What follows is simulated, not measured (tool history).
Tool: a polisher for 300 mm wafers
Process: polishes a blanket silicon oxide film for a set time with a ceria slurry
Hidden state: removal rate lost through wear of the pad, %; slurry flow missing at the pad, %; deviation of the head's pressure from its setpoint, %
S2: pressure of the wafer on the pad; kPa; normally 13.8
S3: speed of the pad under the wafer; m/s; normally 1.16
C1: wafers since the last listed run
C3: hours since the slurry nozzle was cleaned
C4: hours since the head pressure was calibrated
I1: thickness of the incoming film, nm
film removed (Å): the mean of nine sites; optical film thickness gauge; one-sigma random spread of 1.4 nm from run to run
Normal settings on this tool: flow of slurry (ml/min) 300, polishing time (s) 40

run 1 hour=0.0 | flow_of_slurry_(ml/min)=300 S2=13.8 S3=1.42 polishing_time_(s)=40 | C1=0 wafers_polished_on_this_pad=2315 C3=386.5 C4=617.3 | I1=1687.2 | film_removed_(Å)=1460
-- hour=13.6 head pressure recalibrated
-- hour=185.3 worn pad replaced by a new one
run 2 hour=185.8 | flow_of_slurry_(ml/min)=340 S2=13.8 S3=1.16 polishing_time_(s)=40 | C1=2668 wafers_polished_on_this_pad=6 C3=572.3 C4=172.2 | I1=1706.7 | film_removed_(Å)=1393
-- hour=254.1 slurry nozzle cleaned
run 3 hour=285.9 | flow_of_slurry_(ml/min)=340 S2=13.8 S3=1.16 polishing_time_(s)=40 | C1=1470 wafers_polished_on_this_pad=1477 C3=31.8 C4=272.3 | I1=1705.7 | film_removed_(Å)=1435
run 4 hour=393.1 | flow_of_slurry_(ml/min)=340 S2=13.8 S3=1.16 polishing_time_(s)=40 | C1=1590 wafers_polished_on_this_pad=3068 C3=139.0 C4=379.5 | I1=1704.5 | film_removed_(Å)=1370
-- hour=493.4 worn pad replaced by a new one
run 5 hour=496.1 | flow_of_slurry_(ml/min)=300 S2=13.8 S3=1.16 polishing_time_(s)=34 | C1=1469 wafers_polished_on_this_pad=39 C3=242.0 C4=482.5 | I1=1733.8 | film_removed_(Å)=1102
-- hour=540.2 head pressure recalibrated
run 6 hour=601.6 | flow_of_slurry_(ml/min)=300 S2=13.8 S3=1.16 polishing_time_(s)=34 | C1=1535 wafers_polished_on_this_pad=1575 C3=347.5 C4=61.4 | I1=1680.9 | film_removed_(Å)=1264
run 7 hour=687.3 | flow_of_slurry_(ml/min)=300 S2=15.9 S3=1.02 polishing_time_(s)=40 | C1=1271 wafers_polished_on_this_pad=2847 C3=433.2 C4=147.1 | I1=1712.9 | film_removed_(Å)=1515
-- hour=771.6 worn pad replaced by a new one
run 8 hour=776.6 | flow_of_slurry_(ml/min)=300 S2=15.9 S3=1.02 polishing_time_(s)=40 | C1=1265 wafers_polished_on_this_pad=73 C3=522.5 C4=236.4 | I1=1689.6 | film_removed_(Å)=1500
run 9 hour=868.8 | flow_of_slurry_(ml/min)=300 S2=15.9 S3=1.02 polishing_time_(s)=40 | C1=1368 wafers_polished_on_this_pad=1442 C3=614.7 C4=328.6 | I1=1679.4 | film_removed_(Å)=1445
-- hour=876.2 slurry nozzle cleaned
run 10 hour=939.6 | flow_of_slurry_(ml/min)=300 S2=13.8 S3=1.16 polishing_time_(s)=40 | C1=1035 wafers_polished_on_this_pad=2477 C3=63.4 C4=399.4 | I1=1692.1 | film_removed_(Å)=1416
run 11 hour=1033.4 | flow_of_slurry_(ml/min)=330 S2=10.3 S3=1.16 polishing_time_(s)=49 | C1=1392 wafers_polished_on_this_pad=3869 C3=157.2 C4=493.2 | I1=1731.8 | film_removed_(Å)=1253
run 12 hour=1098.2 | flow_of_slurry_(ml/min)=255 S2=13.8 S3=1.34 polishing_time_(s)=28 | C1=961 wafers_polished_on_this_pad=4831 C3=222.0 C4=558.0 | I1=1682.1 | film_removed_(Å)=1031
-- hour=1107.2 head pressure recalibrated
-- hour=1110.8 worn pad replaced by a new one
run 13 hour=1205.5 | flow_of_slurry_(ml/min)=195 S2=13.8 S3=1.16 polishing_time_(s)=49 | C1=1510 wafers_polished_on_this_pad=1405 C3=329.3 C4=98.3 | I1=1676.2 | film_removed_(Å)=1728
run 14 hour=1247.0 | flow_of_slurry_(ml/min)=215 S2=17.2 S3=1.16 polishing_time_(s)=40 | C1=615 wafers_polished_on_this_pad=2021 C3=370.8 C4=139.8 | I1=1678.9 | film_removed_(Å)=1751
run 15 hour=1324.2 | flow_of_slurry_(ml/min)=330 S2=13.8 S3=1.16 polishing_time_(s)=40 | C1=1145 wafers_polished_on_this_pad=3166 C3=448.0 C4=217.0 | I1=1693.8 | film_removed_(Å)=1469
run 16 hour=1412.7 | flow_of_slurry_(ml/min)=330 S2=10.3 S3=1.16 polishing_time_(s)=49 | C1=1313 wafers_polished_on_this_pad=4480 C3=536.5 C4=305.5 | I1=1697.7 | film_removed_(Å)=1316
-- hour=1429.7 worn pad replaced by a new one
run 17 hour=1457.9 | flow_of_slurry_(ml/min)=300 S2=13.8 S3=1.16 polishing_time_(s)=40 | C1=611 wafers_polished_on_this_pad=418 C3=581.7 C4=350.7 | I1=1733.0 | film_removed_(Å)=1397
run 18 hour=1543.4 | flow_of_slurry_(ml/min)=225 S2=13.8 S3=1.40 polishing_time_(s)=40 | C1=1268 wafers_polished_on_this_pad=1687 C3=667.2 C4=436.2 | I1=1680.9 | film_removed_(Å)=1531

Here are 3 independent what-if runs from the current tool condition. What would each one return?
run A hour=1543.8 | flow_of_slurry_(ml/min)=300 S2=13.8 S3=1.16 polishing_time_(s)=46 | C1=5 wafers_polished_on_this_pad=1693 C3=667.6 C4=436.6 | I1=1691.7 | film_removed_(Å)=?
run B hour=1543.8 | flow_of_slurry_(ml/min)=220 S2=15.2 S3=0.90 polishing_time_(s)=45 | C1=5 wafers_polished_on_this_pad=1693 C3=667.6 C4=436.6 | I1=1691.7 | film_removed_(Å)=?
run C hour=1543.8 | flow_of_slurry_(ml/min)=385 S2=16.5 S3=1.04 polishing_time_(s)=51 | C1=5 wafers_polished_on_this_pad=1693 C3=667.6 C4=436.6 | I1=1691.7 | film_removed_(Å)=?

run=A film_removed_(Å)=1508
run=B film_removed_(Å)=1268
run=C film_removed_(Å)=1864
The same runs, with their run-to-run variation unchanged, on a tool lacking any hidden condition would have given:
run=A film_removed_(Å)=1658
run=B film_removed_(Å)=1405
run=C film_removed_(Å)=2037

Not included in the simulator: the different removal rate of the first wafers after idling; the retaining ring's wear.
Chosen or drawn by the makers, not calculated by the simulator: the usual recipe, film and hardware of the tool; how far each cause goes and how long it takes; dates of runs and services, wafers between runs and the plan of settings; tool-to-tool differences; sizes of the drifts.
